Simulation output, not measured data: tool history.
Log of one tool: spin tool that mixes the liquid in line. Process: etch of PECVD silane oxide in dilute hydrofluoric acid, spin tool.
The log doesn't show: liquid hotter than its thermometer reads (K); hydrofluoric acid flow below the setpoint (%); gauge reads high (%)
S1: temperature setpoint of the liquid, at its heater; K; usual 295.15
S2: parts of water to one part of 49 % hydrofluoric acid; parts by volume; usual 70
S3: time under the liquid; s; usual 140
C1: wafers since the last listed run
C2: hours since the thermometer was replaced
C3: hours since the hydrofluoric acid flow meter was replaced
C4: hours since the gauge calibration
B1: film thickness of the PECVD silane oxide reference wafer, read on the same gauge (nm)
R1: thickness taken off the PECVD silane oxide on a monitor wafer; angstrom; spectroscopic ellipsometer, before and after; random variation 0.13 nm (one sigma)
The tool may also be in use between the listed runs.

run 1 hour=0.0 | S1=295.15 S2=90 S3=140 | C1=0 C2=1548.5 C3=1249.3 C4=215.1 | B1=140.03 | R1=343.4
run 2 hour=13.4 | S1=295.15 S2=70 S3=140 | C1=123 C2=1561.9 C3=1262.7 C4=228.5 | B1=140.02 | R1=451.2
run 3 hour=28.2 | S1=295.15 S2=70 S3=140 | C1=136 C2=1576.7 C3=1277.5 C4=243.3 | B1=140.03 | R1=452.4
run 4 hour=45.9 | S1=295.15 S2=70 S3=140 | C1=162 C2=1594.4 C3=1295.2 C4=261.0 | B1=139.99 | R1=455.9
run 5 hour=70.4 | S1=291.65 S2=70 S3=170 | C1=225 C2=1618.9 C3=1319.7 C4=285.5 | B1=140.02 | R1=476.4
run 6 hour=102.6 | S1=295.15 S2=70 S3=140 | C1=296 C2=1651.1 C3=1351.9 C4=317.7 | B1=140.05 | R1=453.5
run 7 hour=128.9 | S1=297.65 S2=70 S3=140 | C1=242 C2=1677.4 C3=1378.2 C4=344.0 | B1=139.99 | R1=502.2
-- hour=132.7 hydrofluoric acid flow meter replaced
run 8 hour=154.9 | S1=295.15 S2=70 S3=140 | C1=230 C2=1703.4 C3=22.2 C4=370.0 | B1=140.01 | R1=454.3
run 9 hour=178.8 | S1=295.15 S2=70 S3=140 | C1=219 C2=1727.3 C3=46.1 C4=393.9 | B1=140.02 | R1=456.3
run 10 hour=194.0 | S1=295.15 S2=80 S3=140 | C1=139 C2=1742.5 C3=61.3 C4=409.1 | B1=139.99 | R1=392.4
run 11 hour=281.6 | S1=295.15 S2=80 S3=140 | C1=806 C2=1830.1 C3=148.9 C4=496.7 | B1=140.01 | R1=393.3
run 12 hour=312.6 | S1=295.15 S2=80 S3=140 | C1=285 C2=1861.1 C3=179.9 C4=527.7 | B1=140.00 | R1=394.8
run 13 hour=330.9 | S1=293.15 S2=70 S3=190 | C1=168 C2=1879.4 C3=198.2 C4=546.0 | B1=140.03 | R1=572.0
-- hour=352.0 thermometer replaced
run 14 hour=353.7 | S1=295.15 S2=45 S3=140 | C1=200 C2=1.7 C3=221.0 C4=568.8 | B1=140.01 | R1=688.6
run 15 hour=385.0 | S1=295.15 S2=40 S3=75 | C1=288 C2=33.0 C3=252.3 C4=600.1 | B1=140.00 | R1=417.3
run 16 hour=403.3 | S1=295.15 S2=70 S3=215 | C1=168 C2=51.3 C3=270.6 C4=618.4 | B1=139.99 | R1=657.1
run 17 hour=423.9 | S1=295.15 S2=70 S3=140 | C1=189 C2=71.9 C3=291.2 C4=639.0 | B1=140.05 | R1=429.3
run 18 hour=455.1 | S1=297.15 S2=35 S3=80 | C1=287 C2=103.1 C3=322.4 C4=670.2 | B1=139.99 | R1=556.0
run 19 hour=477.6 | S1=295.15 S2=40 S3=140 | C1=207 C2=125.6 C3=344.9 C4=692.7 | B1=140.01 | R1=778.6
-- hour=488.7 gauge calibrated
run 20 hour=507.4 | S1=295.15 S2=70 S3=140 | C1=274 C2=155.4 C3=374.7 C4=18.7 | B1=140.03 | R1=427.5
run 21 hour=522.0 | S1=297.65 S2=70 S3=205 | C1=134 C2=170.0 C3=389.3 C4=33.3 | B1=139.99 | R1=699.7
run 22 hour=550.7 | S1=295.15 S2=70 S3=190 | C1=264 C2=198.7 C3=418.0 C4=62.0 | B1=140.01 | R1=586.2
run 23 hour=573.6 | S1=300.15 S2=70 S3=140 | C1=210 C2=221.6 C3=440.9 C4=84.9 | B1=139.97 | R1=523.8
run 24 hour=587.8 | S1=298.65 S2=35 S3=140 | C1=130 C2=235.8 C3=455.1 C4=99.1 | B1=140.02 | R1=1035.0
run 25 hour=614.8 | S1=295.15 S2=70 S3=140 | C1=248 C2=262.8 C3=482.1 C4=126.1 | B1=140.01 | R1=430.3
run 26 hour=642.2 | S1=298.65 S2=70 S3=140 | C1=252 C2=290.2 C3=509.5 C4=153.5 | B1=140.03 | R1=494.8
run 27 hour=673.9 | S1=295.15 S2=70 S3=95 | C1=291 C2=321.9 C3=541.2 C4=185.2 | B1=140.01 | R1=292.2
run 28 hour=689.6 | S1=295.15 S2=70 S3=180 | C1=144 C2=337.6 C3=556.9 C4=200.9 | B1=140.02 | R1=558.1
run 29 hour=717.5 | S1=293.15 S2=85 S3=140 | C1=256 C2=365.5 C3=584.8 C4=228.8 | B1=139.97 | R1=321.3
run 30 hour=744.8 | S1=295.15 S2=100 S3=140 | C1=251 C2=392.8 C3=612.1 C4=256.1 | B1=140.03 | R1=291.7
run 31 hour=764.1 | S1=298.65 S2=40 S3=110 | C1=177 C2=412.1 C3=631.4 C4=275.4 | B1=140.00 | R1=712.8
run 32 hour=788.1 | S1=295.15 S2=70 S3=140 | C1=220 C2=436.1 C3=655.4 C4=299.4 | B1=140.00 | R1=431.2
run 33 hour=810.3 | S1=295.15 S2=70 S3=140 | C1=204 C2=458.3 C3=677.6 C4=321.6 | B1=140.01 | R1=433.3

What the log doesn't show, run by run:
hydrofluoric acid flow below the setpoint (%): 0 in every run
gauge reads high (%): 0 in every run
H1: liquid hotter than its thermometer reads (K)
run=1 H1=1.51
run=2 H1=1.52
run=3 H1=1.53
run=4 H1=1.54
run=5 H1=1.56
run=6 H1=1.59
run=7 H1=1.61
run=8 H1=1.63
run=9 H1=1.65
run=10 H1=1.66
run=11 H1=1.74
run=12 H1=1.76
run=13 H1=1.78
run=14 H1=0.0806
run=15 H1=0.106
run=16 H1=0.121
run=17 H1=0.138
run=18 H1=0.163
run=19 H1=0.182
run=20 H1=0.206
run=21 H1=0.218
run=22 H1=0.241
run=23 H1=0.26
run=24 H1=0.271
run=25 H1=0.294
run=26 H1=0.316
run=27 H1=0.342
run=28 H1=0.355
run=29 H1=0.377
run=30 H1=0.4
run=31 H1=0.415
run=32 H1=0.435
run=33 H1=0.453

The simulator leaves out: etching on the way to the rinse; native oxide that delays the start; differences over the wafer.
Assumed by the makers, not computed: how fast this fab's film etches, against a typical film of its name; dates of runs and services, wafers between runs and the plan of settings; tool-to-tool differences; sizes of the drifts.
